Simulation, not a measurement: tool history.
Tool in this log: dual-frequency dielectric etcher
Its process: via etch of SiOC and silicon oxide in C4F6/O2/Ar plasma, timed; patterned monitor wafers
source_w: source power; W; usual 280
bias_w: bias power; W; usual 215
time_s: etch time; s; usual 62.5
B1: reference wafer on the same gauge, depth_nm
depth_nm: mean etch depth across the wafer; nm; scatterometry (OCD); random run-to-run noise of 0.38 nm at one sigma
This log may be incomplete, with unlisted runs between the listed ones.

{"run": 1, "hour": 0.0, "source_w": 280, "bias_w": 215, "time_s": 62.5, "B1": 53.6, "depth_nm": 64.4}
{"run": 2, "hour": 17.4, "source_w": 280, "bias_w": 215, "time_s": 62.5, "B1": 53.6, "depth_nm": 63.7}
{"run": 3, "hour": 75.5, "source_w": 280, "bias_w": 215, "time_s": 62.5, "B1": 53.6, "depth_nm": 63.9}
{"run": 4, "hour": 121.3, "source_w": 280, "bias_w": 215, "time_s": 62.5, "B1": 53.6, "depth_nm": 63.7}
{"run": 5, "hour": 170.3, "source_w": 280, "bias_w": 215, "time_s": 62.5, "B1": 53.6, "depth_nm": 64.5}
{"run": 6, "hour": 221.9, "source_w": 280, "bias_w": 215, "time_s": 62.5, "B1": 53.7, "depth_nm": 64.4}
{"hour": 235.0, "done": "gauge calibrated"}
{"run": 7, "hour": 250.0, "source_w": 250, "bias_w": 215, "time_s": 62.5, "B1": 53.6, "depth_nm": 61.6}
{"run": 8, "hour": 292.1, "source_w": 280, "bias_w": 215, "time_s": 62.5, "B1": 53.6, "depth_nm": 64.9}
{"run": 9, "hour": 320.9, "source_w": 320, "bias_w": 192, "time_s": 47.0, "B1": 53.6, "depth_nm": 49.7}
{"run": 10, "hour": 365.0, "source_w": 330, "bias_w": 237, "time_s": 44.0, "B1": 53.6, "depth_nm": 49.3}
{"run": 11, "hour": 391.1, "source_w": 280, "bias_w": 215, "time_s": 78.5, "B1": 53.6, "depth_nm": 80.1}
{"hour": 423.4, "done": "wet clean of the chamber"}
{"run": 12, "hour": 424.5, "source_w": 280, "bias_w": 200, "time_s": 62.5, "B1": 53.6, "depth_nm": 62.4}
{"run": 13, "hour": 470.3, "source_w": 330, "bias_w": 174, "time_s": 49.0, "B1": 53.6, "depth_nm": 50.8}
{"run": 14, "hour": 502.9, "source_w": 250, "bias_w": 171, "time_s": 67.5, "B1": 53.6, "depth_nm": 62.6}
{"hour": 508.6, "done": "source power generator calibrated"}
{"run": 15, "hour": 559.5, "source_w": 280, "bias_w": 215, "time_s": 62.5, "B1": 53.6, "depth_nm": 65.6}
{"run": 16, "hour": 615.5, "source_w": 240, "bias_w": 176, "time_s": 77.0, "B1": 53.6, "depth_nm": 71.8}
{"run": 17, "hour": 652.5, "source_w": 250, "bias_w": 237, "time_s": 62.5, "B1": 53.6, "depth_nm": 63.5}
{"run": 18, "hour": 691.8, "source_w": 250, "bias_w": 248, "time_s": 53.5, "B1": 53.6, "depth_nm": 55.3}
{"run": 19, "hour": 754.5, "source_w": 230, "bias_w": 173, "time_s": 78.0, "B1": 53.6, "depth_nm": 71.7}
{"run": 20, "hour": 795.1, "source_w": 280, "bias_w": 215, "time_s": 47.5, "B1": 53.6, "depth_nm": 49.7}
{"run": 21, "hour": 821.4, "source_w": 220, "bias_w": 263, "time_s": 67.5, "B1": 53.6, "depth_nm": 67.5}
{"hour": 891.3, "done": "wet clean of the chamber"}
{"run": 22, "hour": 891.8, "source_w": 300, "bias_w": 181, "time_s": 62.5, "B1": 53.6, "depth_nm": 64.4}
{"run": 23, "hour": 896.8, "source_w": 240, "bias_w": 199, "time_s": 78.0, "B1": 53.6, "depth_nm": 75.1}
{"run": 24, "hour": 953.2, "source_w": 280, "bias_w": 215, "time_s": 62.5, "B1": 53.6, "depth_nm": 65.8}
{"run": 25, "hour": 980.7, "source_w": 340, "bias_w": 237, "time_s": 68.0, "B1": 53.5, "depth_nm": 78.6}
{"run": 26, "hour": 1006.5, "source_w": 280, "bias_w": 215, "time_s": 62.5, "B1": 53.6, "depth_nm": 64.6}
{"run": 27, "hour": 1045.9, "source_w": 310, "bias_w": 245, "time_s": 81.0, "B1": 53.6, "depth_nm": 90.6}
{"run": 28, "hour": 1107.9, "source_w": 350, "bias_w": 215, "time_s": 62.5, "B1": 53.6, "depth_nm": 71.8}
{"run": 29, "hour": 1162.2, "source_w": 280, "bias_w": 200, "time_s": 62.5, "B1": 53.6, "depth_nm": 63.3}
{"run": 30, "hour": 1232.5, "source_w": 280, "bias_w": 215, "time_s": 68.5, "B1": 53.6, "depth_nm": 70.7}

What the log doesn't show, run by run:
etch rate over this chamber's usual, %: 0 across all the runs
bias power that arrives over what is set, %: 0 across all the runs
gauge reads high (%): 0 across all the runs
H1: source power that arrives over what is set, %
run=1 H1=-5.1
run=2 H1=-5.11
run=3 H1=-5.14
run=4 H1=-5.15
run=5 H1=-5.17
run=6 H1=-5.19
run=7 H1=-5.2
run=8 H1=-5.21
run=9 H1=-5.22
run=10 H1=-5.23
run=11 H1=-5.24
run=12 H1=-5.25
run=13 H1=-5.26
run=14 H1=-5.27
run=15 H1=0.722
run=16 H1=0.37
run=17 H1=0.151
run=18 H1=-0.0705
run=19 H1=-0.4
run=20 H1=-0.6
run=21 H1=-0.723
run=22 H1=-1.03
run=23 H1=-1.05
run=24 H1=-1.28
run=25 H1=-1.39
run=26 H1=-1.48
run=27 H1=-1.62
run=28 H1=-1.82
run=29 H1=-1.99
run=30 H1=-2.18

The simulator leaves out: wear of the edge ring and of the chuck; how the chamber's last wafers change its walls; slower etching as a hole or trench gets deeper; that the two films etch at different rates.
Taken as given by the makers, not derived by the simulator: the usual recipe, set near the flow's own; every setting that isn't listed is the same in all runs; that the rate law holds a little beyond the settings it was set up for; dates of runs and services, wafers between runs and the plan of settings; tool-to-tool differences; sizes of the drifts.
